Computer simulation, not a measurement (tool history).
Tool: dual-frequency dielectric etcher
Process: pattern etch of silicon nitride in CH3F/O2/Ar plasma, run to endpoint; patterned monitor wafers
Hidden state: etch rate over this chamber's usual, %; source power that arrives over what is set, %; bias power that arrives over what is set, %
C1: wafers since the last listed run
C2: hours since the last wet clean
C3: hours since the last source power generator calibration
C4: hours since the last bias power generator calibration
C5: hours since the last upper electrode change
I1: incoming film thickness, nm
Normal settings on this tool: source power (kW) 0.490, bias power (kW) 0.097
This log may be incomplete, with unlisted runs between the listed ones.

Run 1, day 0.000: usual settings; C1 0; C2 3.3; C3 2023.2; C4 4284.1; C5 2575.1; I1 36.31. Result: endpoint time (s) 45.7.
Run 2, day 0.738: usual settings; C1 142; C2 21.0; C3 2040.9; C4 4301.8; C5 2592.8; I1 36.62. Result: endpoint time (s) 46.0.
Run 3, day 1.433: usual settings; C1 134; C2 37.7; C3 2057.6; C4 4318.5; C5 2609.5; I1 36.43. Result: endpoint time (s) 45.7.
Run 4, day 2.321: usual settings; C1 171; C2 59.0; C3 2078.9; C4 4339.8; C5 2630.8; I1 36.44. Result: endpoint time (s) 46.1.
Run 5, day 3.317: usual settings but source power (kW) 0.440; C1 192; C2 82.9; C3 2102.8; C4 4363.7; C5 2654.7; I1 36.59. Result: endpoint time (s) 48.4.
Run 6, day 4.454: usual settings but bias power (kW) 0.090; C1 219; C2 110.2; C3 2130.1; C4 4391.0; C5 2682.0; I1 36.38. Result: endpoint time (s) 47.8.
Run 7, day 5.758: usual settings but bias power (kW) 0.090; C1 251; C2 141.5; C3 2161.4; C4 4422.3; C5 2713.3; I1 36.61. Result: endpoint time (s) 48.1.
Run 8, day 7.088: usual settings; C1 256; C2 173.4; C3 2193.3; C4 4454.2; C5 2745.2; I1 36.47. Result: endpoint time (s) 46.3.
Run 9, day 7.704: usual settings; C1 119; C2 188.2; C3 2208.1; C4 4469.0; C5 2760.0; I1 36.63. Result: endpoint time (s) 47.0.
At day 8.908: source power generator calibrated.
At day 12.304: upper electrode replaced.
Run 10, day 12.325: usual settings; C1 666; C2 299.1; C3 82.0; C4 4579.9; C5 0.5; I1 37.11. Result: endpoint time (s) 48.0.
Run 11, day 12.633: usual settings but bias power (kW) 0.105; C1 59; C2 306.5; C3 89.4; C4 4587.3; C5 7.9; I1 36.13. Result: endpoint time (s) 45.0.
At day 13.004: bias power generator calibrated.
Run 12, day 13.742: usual settings; C1 181; C2 333.1; C3 116.0; C4 17.7; C5 34.5; I1 36.63. Result: endpoint time (s) 47.4.
At day 15.454: wet clean of the chamber.
Run 13, day 15.475: usual settings; C1 141; C2 0.5; C3 157.6; C4 59.3; C5 76.1; I1 36.37. Result: endpoint time (s) 46.0.
Run 14, day 15.796: usual settings but source power (kW) 0.420, bias power (kW) 0.116; C1 61; C2 8.2; C3 165.3; C4 67.0; C5 83.8; I1 36.49. Result: endpoint time (s) 45.7.
Run 15, day 16.312: usual settings but source power (kW) 0.530; C1 99; C2 20.6; C3 177.7; C4 79.4; C5 96.2; I1 36.69. Result: endpoint time (s) 44.9.
Run 16, day 17.233: usual settings but source power (kW) 0.530; C1 177; C2 42.7; C3 199.8; C4 101.5; C5 118.3; I1 36.34. Result: endpoint time (s) 44.9.
Run 17, day 18.442: usual settings but source power (kW) 0.570; C1 233; C2 71.7; C3 228.8; C4 130.5; C5 147.3; I1 36.03. Result: endpoint time (s) 43.2.
Run 18, day 19.000: usual settings; C1 107; C2 85.1; C3 242.2; C4 143.9; C5 160.7; I1 36.40. Result: endpoint time (s) 46.3.
Run 19, day 20.238: usual settings but bias power (kW) 0.119; C1 238; C2 114.8; C3 271.9; C4 173.6; C5 190.4; I1 36.54. Result: endpoint time (s) 42.8.
Run 20, day 21.617: usual settings but bias power (kW) 0.084; C1 266; C2 147.9; C3 305.0; C4 206.7; C5 223.5; I1 36.51. Result: endpoint time (s) 50.1.
Run 21, day 22.454: usual settings but source power (kW) 0.410, bias power (kW) 0.111; C1 161; C2 168.0; C3 325.1; C4 226.8; C5 243.6; I1 36.70. Result: endpoint time (s) 48.4.
Run 22, day 23.558: usual settings but source power (kW) 0.410, bias power (kW) 0.086; C1 213; C2 194.5; C3 351.6; C4 253.3; C5 270.1; I1 35.97. Result: endpoint time (s) 53.1.

Predict each of these 3 candidate next runs independently; none follows another, all start after run 22:
Run A, day 23.575: usual settings; C1 3; C2 194.9; C3 352.0; C4 253.7; C5 270.5; I1 36.13. Result: endpoint time (s) ?.
Run B, day 23.575: usual settings but source power (kW) 0.520; C1 3; C2 194.9; C3 352.0; C4 253.7; C5 270.5; I1 36.13. Result: endpoint time (s) ?.
Run C, day 23.575: usual settings but bias power (kW) 0.117; C1 3; C2 194.9; C3 352.0; C4 253.7; C5 270.5; I1 36.13. Result: endpoint time (s) ?.

run  endpoint time (s)
  A               46.7
  B               45.5
  C               42.9
Stripped of hidden state, with their random variation kept, the same runs would have yielded:
run  endpoint time (s)
  A               45.5
  B               44.3
  C               41.8
